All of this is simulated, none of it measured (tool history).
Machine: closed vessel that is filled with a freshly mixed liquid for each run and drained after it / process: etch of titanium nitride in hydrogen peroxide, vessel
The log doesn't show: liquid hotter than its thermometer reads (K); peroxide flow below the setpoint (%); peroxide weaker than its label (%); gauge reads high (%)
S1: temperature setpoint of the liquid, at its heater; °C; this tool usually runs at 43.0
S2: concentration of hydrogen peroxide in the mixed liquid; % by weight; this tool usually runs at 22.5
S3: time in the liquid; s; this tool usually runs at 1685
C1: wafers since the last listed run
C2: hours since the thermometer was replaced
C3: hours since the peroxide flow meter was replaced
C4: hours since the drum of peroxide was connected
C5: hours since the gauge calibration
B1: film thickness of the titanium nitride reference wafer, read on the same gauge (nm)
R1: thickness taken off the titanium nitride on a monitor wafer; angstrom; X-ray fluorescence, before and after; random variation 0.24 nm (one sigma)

| run | hour | S1 | S2 | S3 | C1 | C2 | C3 | C4 | C5 | B1 | R1 |
|---|---|---|---|---|---|---|---|---|---|---|---|
| 1 | 0.0 | 43.0 | 22.5 | 1405 | 0 | 541.4 | 1711.8 | 467.4 | 98.4 | 109.98 | 455.6 |
|  | 34.8 | peroxide flow meter replaced |
| 2 | 57.4 | 43.0 | 22.5 | 1685 | 1698 | 598.8 | 22.6 | 524.8 | 155.8 | 109.99 | 558.8 |
| 3 | 88.7 | 43.0 | 22.5 | 1685 | 942 | 630.1 | 53.9 | 556.1 | 187.1 | 110.01 | 565.6 |
| 4 | 141.4 | 40.5 | 22.5 | 1685 | 1587 | 682.8 | 106.6 | 608.8 | 239.8 | 110.01 | 467.7 |
| 5 | 168.7 | 40.5 | 22.5 | 1685 | 822 | 710.1 | 133.9 | 636.1 | 267.1 | 109.99 | 465.3 |
|  | 230.7 | new drum of peroxide connected |
| 6 | 265.7 | 43.0 | 22.5 | 1685 | 2891 | 807.1 | 230.9 | 35.0 | 364.1 | 110.01 | 567.6 |
| 7 | 322.7 | 43.0 | 22.5 | 1425 | 1716 | 864.1 | 287.9 | 92.0 | 421.1 | 110.01 | 480.2 |
| 8 | 380.3 | 43.0 | 22.5 | 1685 | 1734 | 921.7 | 345.5 | 149.6 | 478.7 | 109.98 | 567.1 |
| 9 | 405.1 | 50.0 | 26.5 | 1685 | 746 | 946.5 | 370.3 | 174.4 | 503.5 | 110.01 | 988.5 |
| 10 | 434.1 | 43.0 | 22.5 | 2380 | 873 | 975.5 | 399.3 | 203.4 | 532.5 | 109.99 | 807.5 |
| 11 | 473.7 | 52.0 | 29.0 | 2130 | 1192 | 1015.1 | 438.9 | 243.0 | 572.1 | 110.02 | 1471.5 |
| 12 | 509.1 | 47.5 | 27.5 | 1270 | 1066 | 1050.5 | 474.3 | 278.4 | 607.5 | 109.99 | 626.9 |
| 13 | 548.7 | 43.0 | 22.5 | 1685 | 1192 | 1090.1 | 513.9 | 318.0 | 647.1 | 110.00 | 574.7 |
| 14 | 683.8 | 35.5 | 25.5 | 1685 | 4068 | 1225.2 | 649.0 | 453.1 | 782.2 | 109.99 | 330.4 |
| 15 | 744.6 | 36.5 | 29.0 | 1685 | 1830 | 1286.0 | 709.8 | 513.9 | 843.0 | 110.01 | 367.6 |
| 16 | 809.3 | 43.0 | 22.5 | 1685 | 1948 | 1350.7 | 774.5 | 578.6 | 907.7 | 110.02 | 579.3 |
| 17 | 845.0 | 43.0 | 22.5 | 1685 | 1075 | 1386.4 | 810.2 | 614.3 | 943.4 | 109.98 | 575.1 |
|  | 909.9 | thermometer replaced |
| 18 | 916.7 | 53.0 | 22.5 | 1685 | 2129 | 6.8 | 881.9 | 686.0 | 1015.1 | 110.00 | 1126.3 |
|  | 959.9 | new drum of peroxide connected |
| 19 | 960.4 | 43.0 | 20.0 | 1685 | 1285 | 50.5 | 925.6 | 0.5 | 1058.8 | 110.00 | 531.5 |
| 20 | 985.6 | 43.0 | 19.5 | 1685 | 758 | 75.7 | 950.8 | 25.7 | 1084.0 | 110.00 | 524.8 |
| 21 | 1043.2 | 43.0 | 22.5 | 1685 | 1734 | 133.3 | 1008.4 | 83.3 | 1141.6 | 109.96 | 547.5 |
| 22 | 1078.0 | 43.0 | 22.5 | 1200 | 1047 | 168.1 | 1043.2 | 118.1 | 1176.4 | 110.01 | 390.8 |
| 23 | 1106.1 | 43.0 | 22.5 | 1685 | 846 | 196.2 | 1071.3 | 146.2 | 1204.5 | 110.00 | 548.0 |
| 24 | 1142.2 | 43.0 | 22.5 | 1685 | 1087 | 232.3 | 1107.4 | 182.3 | 1240.6 | 110.01 | 548.5 |
| 25 | 1205.6 | 43.0 | 22.5 | 1685 | 1909 | 295.7 | 1170.8 | 245.7 | 1304.0 | 109.97 | 548.3 |
| 26 | 1252.5 | 43.0 | 16.5 | 1280 | 1412 | 342.6 | 1217.7 | 292.6 | 1350.9 | 109.99 | 393.9 |
| 27 | 1302.0 | 43.0 | 27.5 | 880 | 1490 | 392.1 | 1267.2 | 342.1 | 1400.4 | 109.97 | 299.9 |
| 28 | 1354.5 | 50.5 | 29.0 | 2020 | 1581 | 444.6 | 1319.7 | 394.6 | 1452.9 | 110.00 | 1220.3 |

5 ways to go on from here, each from the tool as it stands after run 28. What would each give?
| A | 1355.6 | 43.0 | 22.5 | 2060 | 33 | 445.7 | 1320.8 | 395.7 | 1454.0 | ? | ? |
| B | 1355.6 | 39.5 | 29.0 | 1685 | 33 | 445.7 | 1320.8 | 395.7 | 1454.0 | ? | ? |
| C | 1355.6 | 38.0 | 22.5 | 1685 | 33 | 445.7 | 1320.8 | 395.7 | 1454.0 | ? | ? |
| D | 1355.6 | 43.0 | 19.5 | 2270 | 33 | 445.7 | 1320.8 | 395.7 | 1454.0 | ? | ? |
| E | 1355.6 | 43.0 | 16.0 | 885 | 33 | 445.7 | 1320.8 | 395.7 | 1454.0 | ? | ? |

| run | B1 | R1 |
|---|---|---|
| A | 110.02 | 673.3 |
| B | 110.02 | 445.8 |
| C | 110.02 | 375.7 |
| D | 110.02 | 719.6 |
| E | 110.02 | 269.1 |
Stripped of hidden state, with their random variation kept, the same runs would have yielded:
| run | R1 |
|---|---|
| A | 668.7 |
| B | 442.7 |
| C | 372.8 |
| D | 714.5 |
| E | 267.1 |

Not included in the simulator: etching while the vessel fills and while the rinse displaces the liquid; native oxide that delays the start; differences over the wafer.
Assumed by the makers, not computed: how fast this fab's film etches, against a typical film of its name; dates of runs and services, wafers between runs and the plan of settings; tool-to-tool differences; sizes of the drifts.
